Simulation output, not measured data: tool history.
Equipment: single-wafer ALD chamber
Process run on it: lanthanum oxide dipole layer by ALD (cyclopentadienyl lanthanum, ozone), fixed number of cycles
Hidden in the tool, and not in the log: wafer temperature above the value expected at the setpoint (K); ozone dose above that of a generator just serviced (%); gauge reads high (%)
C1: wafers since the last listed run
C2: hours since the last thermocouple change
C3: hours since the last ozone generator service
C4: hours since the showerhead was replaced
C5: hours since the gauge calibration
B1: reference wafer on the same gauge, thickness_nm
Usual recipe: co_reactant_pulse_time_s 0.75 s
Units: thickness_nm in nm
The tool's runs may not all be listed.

Run 1, hour 0.0: usual settings but co_reactant_pulse_time_s 0.52 s; C1 0; C2 1709.4; C3 241.9; C4 3904.8; C5 221.9; B1 0.391. Result: thickness_nm 0.384 nm.
Run 2, hour 46.1: usual settings but co_reactant_pulse_time_s 0.52 s; C1 983; C2 1755.5; C3 288.0; C4 3950.9; C5 268.0; B1 0.389. Result: thickness_nm 0.384 nm.
Run 3, hour 98.0: usual settings but co_reactant_pulse_time_s 0.52 s; C1 1107; C2 1807.4; C3 339.9; C4 4002.8; C5 319.9; B1 0.390. Result: thickness_nm 0.381 nm.
Run 4, hour 123.3: usual settings; C1 539; C2 1832.7; C3 365.2; C4 4028.1; C5 345.2; B1 0.389. Result: thickness_nm 0.460 nm.
Run 5, hour 154.0: usual settings; C1 654; C2 1863.4; C3 395.9; C4 4058.8; C5 375.9; B1 0.390. Result: thickness_nm 0.460 nm.
Run 6, hour 185.5: usual settings but co_reactant_pulse_time_s 0.97 s; C1 671; C2 1894.9; C3 427.4; C4 4090.3; C5 407.4; B1 0.390. Result: thickness_nm 0.517 nm.
Run 7, hour 256.1: usual settings but co_reactant_pulse_time_s 0.97 s; C1 1506; C2 1965.5; C3 498.0; C4 4160.9; C5 478.0; B1 0.391. Result: thickness_nm 0.511 nm.
At hour 282.3: ozone generator serviced.
Run 8, hour 319.5: usual settings but co_reactant_pulse_time_s 0.97 s; C1 1181; C2 2028.9; C3 37.2; C4 4224.3; C5 541.4; B1 0.389. Result: thickness_nm 0.529 nm.
Run 9, hour 377.0: usual settings but co_reactant_pulse_time_s 0.66 s; C1 1226; C2 2086.4; C3 94.7; C4 4281.8; C5 598.9; B1 0.391. Result: thickness_nm 0.446 nm.
Run 10, hour 444.4: usual settings but co_reactant_pulse_time_s 0.66 s; C1 1437; C2 2153.8; C3 162.1; C4 4349.2; C5 666.3; B1 0.390. Result: thickness_nm 0.441 nm.
Run 11, hour 504.7: usual settings but co_reactant_pulse_time_s 0.66 s; C1 1286; C2 2214.1; C3 222.4; C4 4409.5; C5 726.6; B1 0.390. Result: thickness_nm 0.444 nm.
Run 12, hour 534.3: usual settings but co_reactant_pulse_time_s 0.98 s; C1 631; C2 2243.7; C3 252.0; C4 4439.1; C5 756.2; B1 0.390. Result: thickness_nm 0.520 nm.
Run 13, hour 592.8: usual settings but co_reactant_pulse_time_s 0.98 s; C1 1247; C2 2302.2; C3 310.5; C4 4497.6; C5 814.7; B1 0.391. Result: thickness_nm 0.516 nm.
Run 14, hour 664.5: usual settings but co_reactant_pulse_time_s 0.98 s; C1 1529; C2 2373.9; C3 382.2; C4 4569.3; C5 886.4; B1 0.389. Result: thickness_nm 0.517 nm.
Run 15, hour 707.2: usual settings but co_reactant_pulse_time_s 0.94 s; C1 910; C2 2416.6; C3 424.9; C4 4612.0; C5 929.1; B1 0.390. Result: thickness_nm 0.509 nm.
Run 16, hour 737.6: usual settings but co_reactant_pulse_time_s 0.94 s; C1 648; C2 2447.0; C3 455.3; C4 4642.4; C5 959.5; B1 0.389. Result: thickness_nm 0.514 nm.
At hour 787.7: showerhead replaced.
At hour 800.8: thermocouple changed; heater temperature recalibrated.
Run 17, hour 803.8: usual settings but co_reactant_pulse_time_s 0.49 s; C1 1070; C2 3.0; C3 521.5; C4 16.1; C5 1025.7; B1 0.390. Result: thickness_nm 0.358 nm.
Run 18, hour 851.6: usual settings but co_reactant_pulse_time_s 0.84 s; C1 1019; C2 50.8; C3 569.3; C4 63.9; C5 1073.5; B1 0.390. Result: thickness_nm 0.478 nm.
At hour 871.1: ozone generator serviced.
At hour 900.1: gauge calibrated.
Run 19, hour 900.8: usual settings but co_reactant_pulse_time_s 1.00 s; C1 878; C2 100.0; C3 29.7; C4 113.1; C5 0.7; B1 0.390. Result: thickness_nm 0.528 nm.
Run 20, hour 944.1: usual settings but co_reactant_pulse_time_s 0.62 s; C1 923; C2 143.3; C3 73.0; C4 156.4; C5 44.0; B1 0.389. Result: thickness_nm 0.429 nm.
Run 21, hour 993.0: usual settings; C1 1043; C2 192.2; C3 121.9; C4 205.3; C5 92.9; B1 0.390. Result: thickness_nm 0.470 nm.
Run 22, hour 1042.9: usual settings but co_reactant_pulse_time_s 0.60 s; C1 1064; C2 242.1; C3 171.8; C4 255.2; C5 142.8; B1 0.389. Result: thickness_nm 0.416 nm.
Run 23, hour 1105.9: usual settings but co_reactant_pulse_time_s 0.95 s; C1 1343; C2 305.1; C3 234.8; C4 318.2; C5 205.8; B1 0.389. Result: thickness_nm 0.514 nm.
Run 24, hour 1170.5: usual settings but co_reactant_pulse_time_s 0.51 s; C1 1378; C2 369.7; C3 299.4; C4 382.8; C5 270.4; B1 0.389. Result: thickness_nm 0.377 nm.
Run 25, hour 1233.9: usual settings but co_reactant_pulse_time_s 0.96 s; C1 1352; C2 433.1; C3 362.8; C4 446.2; C5 333.8; B1 0.390. Result: thickness_nm 0.517 nm.
Run 26, hour 1266.3: usual settings but co_reactant_pulse_time_s 0.54 s; C1 691; C2 465.5; C3 395.2; C4 478.6; C5 366.2; B1 0.390. Result: thickness_nm 0.385 nm.
Run 27, hour 1309.8: usual settings; C1 927; C2 509.0; C3 438.7; C4 522.1; C5 409.7; B1 0.390. Result: thickness_nm 0.461 nm.
Run 28, hour 1364.9: usual settings but co_reactant_pulse_time_s 1.04 s; C1 1175; C2 564.1; C3 493.8; C4 577.2; C5 464.8; B1 0.391. Result: thickness_nm 0.524 nm.
Run 29, hour 1392.6: usual settings but co_reactant_pulse_time_s 0.61 s; C1 590; C2 591.8; C3 521.5; C4 604.9; C5 492.5; B1 0.391. Result: thickness_nm 0.413 nm.
At hour 1449.8: ozone generator serviced.
Run 30, hour 1453.9: usual settings but co_reactant_pulse_time_s 0.83 s; C1 1137; C2 653.1; C3 4.1; C4 666.2; C5 553.8; B1 0.390. Result: thickness_nm 0.496 nm.
Run 31, hour 1520.5: usual settings but co_reactant_pulse_time_s 0.89 s; C1 1420; C2 719.7; C3 70.7; C4 732.8; C5 620.4; B1 0.391. Result: thickness_nm 0.505 nm.
Run 32, hour 1643.8: usual settings but co_reactant_pulse_time_s 0.95 s; C1 2630; C2 843.0; C3 194.0; C4 856.1; C5 743.7; B1 0.390. Result: thickness_nm 0.511 nm.

How would selected steps in thickness_nm from run to run divide? Give the signed amount a tool lacking its hidden state would still show from settings, what came in and random variation, and the signed amount left for the hidden state, including any gauge scatter that is not in both of the compared results.
Run 7 -> 8: ozone generator serviced. thickness_nm +0.018 nm: hidden state +0.010, all else +0.008.
Run 16 -> 17: co_reactant_pulse_time_s 0.94 -> 0.49, showerhead replaced, thermocouple changed; heater temperature recalibrated. thickness_nm -0.156 nm: hidden state -0.005, all else -0.151.
Run 18 -> 19: co_reactant_pulse_time_s 0.84 -> 1.00, ozone generator serviced, gauge calibrated. thickness_nm +0.050 nm: hidden state +0.015, all else +0.035.
Run 23 -> 24: co_reactant_pulse_time_s 0.95 -> 0.51. thickness_nm -0.137 nm: hidden state -0.004, all else -0.133.
Run 24 -> 25: co_reactant_pulse_time_s 0.51 -> 0.96. thickness_nm +0.140 nm: hidden state +0.001, all else +0.139.
Run 29 -> 30: co_reactant_pulse_time_s 0.61 -> 0.83, ozone generator serviced. thickness_nm +0.083 nm: hidden state +0.017, all else +0.066.
